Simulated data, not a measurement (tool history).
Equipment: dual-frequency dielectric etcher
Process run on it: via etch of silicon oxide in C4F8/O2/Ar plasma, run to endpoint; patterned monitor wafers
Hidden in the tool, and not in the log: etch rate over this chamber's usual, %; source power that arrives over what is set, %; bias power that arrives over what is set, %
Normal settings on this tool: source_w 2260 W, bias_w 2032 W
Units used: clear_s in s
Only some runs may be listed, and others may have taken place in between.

run,hour,source_w,bias_w,wafers since the last listed run,hours since the last wet clean,hours since the last source power generator calibration,hours since the last bias power generator calibration,hours since the last upper electrode change,"incoming incoming film thickness, nm",clear_s
1,0.0,2260,2202,0,295.6,2308.9,2766.2,2425.0,1357.4,268.6
# hour 69.9: wet clean of the chamber
2,70.4,2260,2202,266,0.5,2379.3,2836.6,2495.4,1330.8,250.3
3,112.0,2260,2032,238,42.1,2420.9,2878.2,2537.0,1342.4,263.1
4,176.8,2260,2032,371,106.9,2485.7,2943.0,2601.8,1351.5,267.6
5,228.2,2260,2032,294,158.3,2537.1,2994.4,2653.2,1326.1,263.2
6,274.0,2260,2032,262,204.1,2582.9,3040.2,2699.0,1354.3,269.4
7,307.6,2080,2284,192,237.7,2616.5,3073.8,2732.6,1342.4,273.7
8,354.9,2080,2284,271,285.0,2663.8,3121.1,2779.9,1350.1,276.8
# hour 406.7: wet clean of the chamber
9,420.3,2260,2032,237,13.6,2729.2,3186.5,2845.3,1344.4,258.1
# hour 497.4: upper electrode replaced
10,497.9,1780,2159,307,91.2,2806.8,3264.1,0.5,1338.8,299.8
11,503.2,2260,1853,30,96.5,2812.1,3269.4,5.8,1354.5,272.7
# hour 536.5: source power generator calibrated
12,547.5,2260,2032,231,140.8,11.0,3313.7,50.1,1347.7,268.2
13,607.7,2660,1542,345,201.0,71.2,3373.9,110.3,1348.9,264.8
14,641.4,2260,2032,193,234.7,104.9,3407.6,144.0,1335.8,269.8
15,686.8,1940,1637,260,280.1,150.3,3453.0,189.4,1354.7,323.5
# hour 723.6: wet clean of the chamber
# hour 730.3: bias power generator calibrated
16,753.3,1870,2285,220,29.7,216.8,23.0,255.9,1345.3,285.2
17,817.6,2020,1823,368,94.0,281.1,87.3,320.2,1358.9,297.0
18,878.7,2800,2444,350,155.1,342.2,148.4,381.3,1345.5,225.4
19,930.0,1730,1880,294,206.4,393.5,199.7,432.6,1352.8,330.1

Hidden condition of the tool, last listed run before each entry between runs versus first listed run after:
After run 1, before run 2: wet clean of the chamber (hour 69.9)
  etch rate over this chamber's usual, %: -4.49 -> -0.159
  measured minus no-state result, clear_s: +12.1 -> +0.4 s
After run 8, before run 9: wet clean of the chamber (hour 406.7)
  etch rate over this chamber's usual, %: -4.23 -> -0.051
  measured minus no-state result, clear_s: +11.7 -> +0.1 s
After run 9, before run 10: upper electrode replaced (hour 497.4)
  etch rate over this chamber's usual, %: -0.051 -> -1.16
  measured minus no-state result, clear_s: +0.1 -> +3.5 s
After run 11, before run 12: source power generator calibrated (hour 536.5)
  etch rate over this chamber's usual, %: -1.24 -> -1.87
  measured minus no-state result, clear_s: +3.4 -> +5.0 s
After run 15, before run 16: wet clean of the chamber (hour 723.6); bias power generator calibrated (hour 730.3)
  etch rate over this chamber's usual, %: -3.86 -> -0.457
  measured minus no-state result, clear_s: +12.5 -> +1.4 s
